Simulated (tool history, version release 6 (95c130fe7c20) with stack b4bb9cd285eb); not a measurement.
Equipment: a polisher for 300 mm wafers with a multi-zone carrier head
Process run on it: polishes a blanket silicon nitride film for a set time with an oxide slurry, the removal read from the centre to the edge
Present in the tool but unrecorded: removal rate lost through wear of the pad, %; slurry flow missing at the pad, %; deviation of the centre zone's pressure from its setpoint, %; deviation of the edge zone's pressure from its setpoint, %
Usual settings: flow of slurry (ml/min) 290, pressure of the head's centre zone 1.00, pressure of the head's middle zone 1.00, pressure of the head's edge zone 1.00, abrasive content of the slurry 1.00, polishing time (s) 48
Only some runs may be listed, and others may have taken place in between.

run   hour  flow of slurry (ml/min)  pressure of the head's centre zone  pressure of the head's middle zone  pressure of the head's edge zone  abrasive content of the slurry  polishing time (s)  wafers since the last listed run  wafers polished on this pad  hours since the slurry nozzle was cleaned  hours since the centre zone pressure was calibrated  hours since the edge zone pressure was calibrated  hours since the carrier head's membrane was replaced  incoming thickness of the incoming film, nm  film removed at the wafer's centre (nm)  film removed at mid-radius (nm)  film removed at the wafer's edge (nm)
  1    0.0                      290                                1.00                                1.00                              1.00                            1.00                  48                                 0                         1239                                      495.3                                               1272.7                                               57.6                                                 657.9                                        243.8                                     29.4                             29.3                                   29.8
  2   13.1                      290                                1.00                                1.00                              1.00                            1.00                  48                               168                         1408                                      508.4                                               1285.8                                               70.7                                                 671.0                                        241.8                                     29.8                             29.4                                   29.5
      20.4  -- worn pad replaced by a new one
  3   20.8                      290                                0.96                                0.91                              1.09                            1.15                  48                                47                            5                                      516.1                                               1293.5                                               78.4                                                 678.7                                        242.9                                     31.8                             30.7                                   34.4
  4   32.6                      290                                0.89                                1.11                              1.00                            1.00                  48                               151                          157                                      527.9                                               1305.3                                               90.2                                                 690.5                                        238.3                                     27.3                             32.1                                   30.2
  5   41.4                      290                                1.00                                1.00                              1.00                            1.00                  48                               113                          270                                      536.7                                               1314.1                                               99.0                                                 699.3                                        243.9                                     30.1                             29.7                                   30.4
      47.7  -- centre zone pressure recalibrated
  6   51.0                      290                                1.00                                1.00                              1.00                            1.00                  48                                97                          368                                      546.3                                                  3.3                                              108.6                                                 708.9                                        239.8                                     30.2                             29.8                                   30.4
  7   58.7                      290                                1.00                                1.06                              0.93                            1.00                  48                                99                          467                                      554.0                                                 11.0                                              116.3                                                 716.6                                        236.0                                     30.3                             30.0                                   29.5
  8   67.4                      290                                1.10                                1.00                              1.07                            1.00                  36                               111                          579                                      562.7                                                 19.7                                              125.0                                                 725.3                                        244.4                                     24.8                             22.6                                   23.3
      76.4  -- slurry nozzle cleaned
      77.5  -- carrier head's membrane replaced by a new one
  9  112.3                      290                                1.00                                1.00                              1.00                            1.20                  48                               552                         1131                                       35.9                                                 64.6                                              169.9                                                  34.8                                        238.5                                     32.1                             31.6                                   32.5
     127.1  -- worn pad replaced by a new one
 10  127.6                      225                                1.11                                1.09                              0.94                            1.00                  48                               145                            6                                       51.2                                                 79.9                                              185.2                                                  50.1                                        240.0                                     33.7                             31.4                                   29.8
 11  141.5                      290                                1.00                                1.00                              1.00                            1.00                  48                               178                          185                                       65.1                                                 93.8                                              199.1                                                  64.0                                        238.1                                     30.7                             30.6                                   30.2
 12  156.9                      355                                1.00                                1.00                              1.04                            0.90                  48                               198                          383                                       80.5                                                109.2                                              214.5                                                  79.4                                        242.3                                     29.1                             29.1                                   29.6
 13  163.7                      290                                1.00                                1.00                              1.00                            1.00                  48                                87                          471                                       87.3                                                116.0                                              221.3                                                  86.2                                        237.7                                     30.2                             30.3                                   29.8
 14  209.7                      260                                1.00                                1.00                              1.11                            0.90                  48                               592                         1063                                      133.3                                                162.0                                              267.3                                                 132.2                                        240.1                                     28.0                             27.7                                   29.6
 15  223.4                      200                                1.00                                1.00                              1.00                            0.85                  48                               176                         1239                                      147.0                                                175.7                                              281.0                                                 145.9                                        239.2                                     26.2                             25.6                                   27.2
 16  240.8                      315                                1.00                                1.00                              0.93                            1.30                  48                               223                         1463                                      164.4                                                193.1                                              298.4                                                 163.3                                        238.0                                     33.1                             33.9                                   31.9
 17  248.7                      290                                1.00                                1.00                              1.00                            0.85                  48                               101                         1565                                      172.3                                                201.0                                              306.3                                                 171.2                                        241.4                                     27.8                             27.6                                   27.3
     256.1  -- worn pad replaced by a new one
 18  263.7                      290                                1.10                                1.00                              1.05                            1.00                  48                               141                           97                                      187.3                                                216.0                                              321.3                                                 186.2                                        238.3                                     33.9                             30.6                                   31.7

Run 19 comes next. What will it give?
 19  276.9                      290                                0.94                                1.00                              1.11                            1.00                  48                               169                          267                                      200.5                                                229.2                                              334.5                                                 199.4                                        238.8                                        ?                                ?                                      ?

film removed at the wafer's centre (nm): 28.6
film removed at mid-radius (nm): 30.2
film removed at the wafer's edge (nm): 32.1
If the tool had no hidden condition, the same run with the same run-to-run variation would have returned film removed at the wafer's centre (nm) 29.2, film removed at mid-radius (nm) 30.9, film removed at the wafer's edge (nm) 32.8.
